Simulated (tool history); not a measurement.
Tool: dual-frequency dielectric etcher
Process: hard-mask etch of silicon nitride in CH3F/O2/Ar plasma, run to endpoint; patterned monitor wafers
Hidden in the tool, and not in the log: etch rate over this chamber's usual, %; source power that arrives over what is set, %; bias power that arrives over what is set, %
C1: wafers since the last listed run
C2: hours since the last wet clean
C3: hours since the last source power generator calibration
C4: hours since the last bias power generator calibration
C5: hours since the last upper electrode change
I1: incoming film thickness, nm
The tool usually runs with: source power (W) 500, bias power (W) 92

{"run": 1, "hour": 0.0, "source power (W)": 500, "bias power (W)": 101, "C1": 0, "C2": 367.8, "C3": 1053.2, "C4": 4600.5, "C5": 3713.3, "I1": 31.09, "endpoint time (s)": 36.3}
{"run": 2, "hour": 15.0, "source power (W)": 430, "bias power (W)": 78, "C1": 129, "C2": 382.8, "C3": 1068.2, "C4": 4615.5, "C5": 3728.3, "I1": 31.05, "endpoint time (s)": 45}
{"run": 3, "hour": 25.8, "source power (W)": 500, "bias power (W)": 83, "C1": 93, "C2": 393.6, "C3": 1079, "C4": 4626.3, "C5": 3739.1, "I1": 31.12, "endpoint time (s)": 40.7}
{"run": 4, "hour": 40.9, "source power (W)": 500, "bias power (W)": 83, "C1": 130, "C2": 408.7, "C3": 1094.1, "C4": 4641.4, "C5": 3754.2, "I1": 30.56, "endpoint time (s)": 40.4}
{"run": 5, "hour": 89.1, "source power (W)": 500, "bias power (W)": 92, "C1": 416, "C2": 456.9, "C3": 1142.3, "C4": 4689.6, "C5": 3802.4, "I1": 31.38, "endpoint time (s)": 37.9}
{"run": 6, "hour": 97.0, "source power (W)": 500, "bias power (W)": 92, "C1": 68, "C2": 464.8, "C3": 1150.2, "C4": 4697.5, "C5": 3810.3, "I1": 31.37, "endpoint time (s)": 38.6}
{"run": 7, "hour": 112.8, "source power (W)": 500, "bias power (W)": 92, "C1": 136, "C2": 480.6, "C3": 1166, "C4": 4713.3, "C5": 3826.1, "I1": 31.29, "endpoint time (s)": 38.3}
{"run": 8, "hour": 129.4, "source power (W)": 500, "bias power (W)": 92, "C1": 143, "C2": 497.2, "C3": 1182.6, "C4": 4729.9, "C5": 3842.7, "I1": 30.93, "endpoint time (s)": 38.1}
{"run": 9, "hour": 139.7, "source power (W)": 500, "bias power (W)": 92, "C1": 89, "C2": 507.5, "C3": 1192.9, "C4": 4740.2, "C5": 3853, "I1": 30.96, "endpoint time (s)": 37.4}
{"run": 10, "hour": 155.1, "source power (W)": 500, "bias power (W)": 92, "C1": 133, "C2": 522.9, "C3": 1208.3, "C4": 4755.6, "C5": 3868.4, "I1": 31.29, "endpoint time (s)": 38.4}
{"run": 11, "hour": 162.1, "source power (W)": 500, "bias power (W)": 92, "C1": 60, "C2": 529.9, "C3": 1215.3, "C4": 4762.6, "C5": 3875.4, "I1": 31.02, "endpoint time (s)": 37.3}
{"hour": 195.3, "done": "wet clean of the chamber"}
{"run": 12, "hour": 195.8, "source power (W)": 500, "bias power (W)": 92, "C1": 83, "C2": 0.5, "C3": 1249, "C4": 4796.3, "C5": 3909.1, "I1": 31.36, "endpoint time (s)": 38.3}
{"run": 13, "hour": 196.1, "source power (W)": 500, "bias power (W)": 92, "C1": 2, "C2": 0.8, "C3": 1249.3, "C4": 4796.6, "C5": 3909.4, "I1": 31.09, "endpoint time (s)": 38.4}
{"run": 14, "hour": 196.5, "source power (W)": 500, "bias power (W)": 92, "C1": 3, "C2": 1.2, "C3": 1249.7, "C4": 4797, "C5": 3909.8, "I1": 30.71, "endpoint time (s)": 37.4}
{"run": 15, "hour": 206.6, "source power (W)": 500, "bias power (W)": 92, "C1": 87, "C2": 11.3, "C3": 1259.8, "C4": 4807.1, "C5": 3919.9, "I1": 31.15, "endpoint time (s)": 38}
{"run": 16, "hour": 220.3, "source power (W)": 500, "bias power (W)": 92, "C1": 118, "C2": 25, "C3": 1273.5, "C4": 4820.8, "C5": 3933.6, "I1": 31.35, "endpoint time (s)": 38.4}
{"hour": 234.8, "done": "source power generator calibrated"}
{"run": 17, "hour": 235.3, "source power (W)": 500, "bias power (W)": 71, "C1": 95, "C2": 40, "C3": 0.5, "C4": 4835.8, "C5": 3948.6, "I1": 31.32, "endpoint time (s)": 44.8}
{"run": 18, "hour": 246.9, "source power (W)": 390, "bias power (W)": 73, "C1": 100, "C2": 51.6, "C3": 12.1, "C4": 4847.4, "C5": 3960.2, "I1": 31.22, "endpoint time (s)": 48.5}
{"run": 19, "hour": 256.0, "source power (W)": 500, "bias power (W)": 92, "C1": 78, "C2": 60.7, "C3": 21.2, "C4": 4856.5, "C5": 3969.3, "I1": 31.11, "endpoint time (s)": 38}
{"run": 20, "hour": 272.1, "source power (W)": 620, "bias power (W)": 92, "C1": 139, "C2": 76.8, "C3": 37.3, "C4": 4872.6, "C5": 3985.4, "I1": 31.36, "endpoint time (s)": 35.3}
{"hour": 289.4, "done": "bias power generator calibrated"}
{"hour": 312.7, "done": "upper electrode replaced"}
{"run": 21, "hour": 313.2, "source power (W)": 500, "bias power (W)": 92, "C1": 119, "C2": 117.9, "C3": 78.4, "C4": 23.8, "C5": 0.5, "I1": 30.84, "endpoint time (s)": 38}
{"run": 22, "hour": 313.6, "source power (W)": 530, "bias power (W)": 92, "C1": 3, "C2": 118.3, "C3": 78.8, "C4": 24.2, "C5": 0.9, "I1": 31.07, "endpoint time (s)": 36.9}
{"run": 23, "hour": 313.9, "source power (W)": 500, "bias power (W)": 100, "C1": 2, "C2": 118.6, "C3": 79.1, "C4": 24.5, "C5": 1.2, "I1": 31.41, "endpoint time (s)": 36.7}
{"run": 24, "hour": 315.0, "source power (W)": 470, "bias power (W)": 83, "C1": 9, "C2": 119.7, "C3": 80.2, "C4": 25.6, "C5": 2.3, "I1": 31.62, "endpoint time (s)": 42}
{"run": 25, "hour": 327.5, "source power (W)": 600, "bias power (W)": 92, "C1": 108, "C2": 132.2, "C3": 92.7, "C4": 38.1, "C5": 14.8, "I1": 30.97, "endpoint time (s)": 35.1}

Expected results for the next run?
{"run": 26, "hour": 336.7, "source power (W)": 560, "bias power (W)": 80, "C1": 79, "C2": 141.4, "C3": 101.9, "C4": 47.3, "C5": 24, "I1": 31.07, "endpoint time (s)": "?"}

For run 26 the tool returned endpoint time (s) 39.5.
With the hidden condition absent and the run-to-run variation left alone, this run would have shown endpoint time (s) 39.5.

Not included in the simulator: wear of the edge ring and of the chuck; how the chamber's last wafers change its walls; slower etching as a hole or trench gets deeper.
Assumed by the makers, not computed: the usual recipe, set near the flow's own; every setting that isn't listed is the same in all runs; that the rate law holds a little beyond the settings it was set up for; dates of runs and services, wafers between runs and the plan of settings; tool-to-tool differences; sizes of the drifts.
